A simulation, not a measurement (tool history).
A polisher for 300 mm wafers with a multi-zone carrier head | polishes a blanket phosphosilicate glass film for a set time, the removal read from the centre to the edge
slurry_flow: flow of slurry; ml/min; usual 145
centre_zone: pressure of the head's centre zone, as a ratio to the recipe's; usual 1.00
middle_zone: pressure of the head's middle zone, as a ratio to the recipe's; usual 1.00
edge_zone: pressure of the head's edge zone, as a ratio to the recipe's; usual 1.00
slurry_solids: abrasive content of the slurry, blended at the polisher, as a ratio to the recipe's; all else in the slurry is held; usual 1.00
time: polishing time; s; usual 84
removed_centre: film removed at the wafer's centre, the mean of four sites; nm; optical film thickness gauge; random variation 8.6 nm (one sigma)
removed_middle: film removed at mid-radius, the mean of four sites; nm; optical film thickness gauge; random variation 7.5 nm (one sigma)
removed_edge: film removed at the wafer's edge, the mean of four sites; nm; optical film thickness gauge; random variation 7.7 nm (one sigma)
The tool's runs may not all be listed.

run,hour,slurry_flow,centre_zone,middle_zone,edge_zone,slurry_solids,time,wafers since the last listed run,wafers polished on this pad,hours since the slurry nozzle was cleaned,hours since the centre zone pressure was calibrated,hours since the edge zone pressure was calibrated,hours since the carrier head's membrane was replaced,"incoming thickness of the incoming film, nm",removed_centre,removed_middle,removed_edge
1,0.0,145,1.00,1.00,1.00,1.15,84,0,2060,67.6,818.4,201.9,938.1,3433.0,1018.4,1051.8,1052.8
2,51.1,175,1.00,1.00,1.00,1.00,84,493,2554,118.7,869.5,253.0,989.2,3393.5,998.7,1030.0,1019.7
3,117.6,175,1.00,1.00,1.00,1.00,84,642,3196,185.2,936.0,319.5,1055.7,3434.5,986.0,1023.3,999.4
# hour 150.3: worn pad replaced by a new one
4,166.2,145,1.00,1.00,1.00,0.85,84,430,153,233.8,984.6,368.1,1104.3,3426.2,933.6,967.1,966.7
# hour 188.3: carrier head's membrane replaced by a new one
5,193.8,145,1.00,1.00,1.00,0.85,84,218,371,261.4,1012.2,395.7,5.5,3360.4,947.2,966.8,964.7
6,230.9,175,1.00,1.00,1.00,0.75,84,358,729,298.5,1049.3,432.8,42.6,3387.0,927.7,955.8,932.6
# hour 244.4: slurry nozzle cleaned
7,302.4,145,1.00,1.00,1.00,1.00,73,681,1410,58.0,1120.8,504.3,114.1,3355.2,848.0,886.0,879.9
8,327.1,145,1.00,1.00,1.00,0.85,84,238,1649,82.7,1145.5,529.0,138.8,3362.5,914.3,954.3,940.9
9,382.7,145,1.07,1.00,1.00,1.00,84,537,2186,138.3,1201.1,584.6,194.4,3421.8,1034.6,994.8,989.8
# hour 388.9: centre zone pressure recalibrated
10,419.8,145,0.91,1.03,1.00,1.20,84,339,2525,175.4,30.9,621.7,231.5,3438.3,935.4,1093.7,1057.6
11,470.1,145,1.00,1.00,1.00,1.00,84,485,3011,225.7,81.2,672.0,281.8,3457.9,940.9,981.6,982.3
# hour 503.6: worn pad replaced by a new one
12,520.2,180,1.00,0.94,1.07,1.15,84,445,160,275.8,131.3,722.1,331.9,3387.3,1093.6,1080.1,1147.2
13,562.5,145,1.00,0.89,1.04,1.15,64,408,568,318.1,173.6,764.4,374.2,3402.9,790.1,738.6,840.2
# hour 597.0: slurry nozzle cleaned
14,624.3,145,1.00,1.05,1.00,1.00,67,587,1156,27.3,235.4,826.2,436.0,3354.9,787.1,847.4,804.8
15,669.5,145,1.00,0.94,1.00,1.00,84,436,1592,72.5,280.6,871.4,481.2,3387.9,970.7,961.0,1009.0
# hour 684.7: edge zone pressure recalibrated
16,712.3,145,1.00,1.00,1.00,1.00,84,394,1986,115.3,323.4,27.6,524.0,3382.3,965.0,1006.5,1003.5
17,774.5,145,1.00,1.00,1.00,1.00,84,600,2587,177.5,385.6,89.8,586.2,3342.5,959.4,990.7,1001.5
18,801.0,145,1.00,0.90,1.10,1.00,84,255,2843,204.0,412.1,116.3,612.7,3406.9,967.0,911.4,1030.7
# hour 807.7: worn pad replaced by a new one
19,842.2,145,0.97,1.04,1.00,1.00,102,359,333,245.2,453.3,157.5,653.9,3433.2,1159.5,1302.8,1224.9
20,874.7,160,0.94,1.00,1.00,1.25,97,313,647,277.7,485.8,190.0,686.4,3362.4,1158.6,1300.8,1310.9
# hour 910.4: slurry nozzle cleaned
21,935.4,175,1.00,0.95,1.00,0.75,84,576,1224,25.0,546.5,250.7,747.1,3441.3,898.4,910.2,935.5
22,1020.7,125,1.00,0.95,0.97,0.85,84,823,2048,110.3,631.8,336.0,832.4,3440.7,868.8,868.4,906.5

3 ways to go on from here, each from the tool as it stands after run 22. What would each give?
A,1021.1,145,1.00,1.00,0.93,1.00,84,3,2052,110.7,632.2,336.4,832.8,3377.1,?,?,?
B,1021.1,145,1.11,1.00,1.00,1.00,84,3,2052,110.7,632.2,336.4,832.8,3377.1,?,?,?
C,1021.1,145,1.00,1.00,1.05,1.00,84,3,2052,110.7,632.2,336.4,832.8,3377.1,?,?,?

run,removed_centre,removed_middle,removed_edge
A,968.4,1011.2,969.6
B,1075.7,1010.5,1003.6
C,968.4,1011.1,1027.8
Without the tool's hidden state the same runs would have given:
run,removed_centre,removed_middle,removed_edge
A,997.1,1041.3,998.4
B,1107.7,1040.6,1033.4
C,997.1,1041.1,1058.3
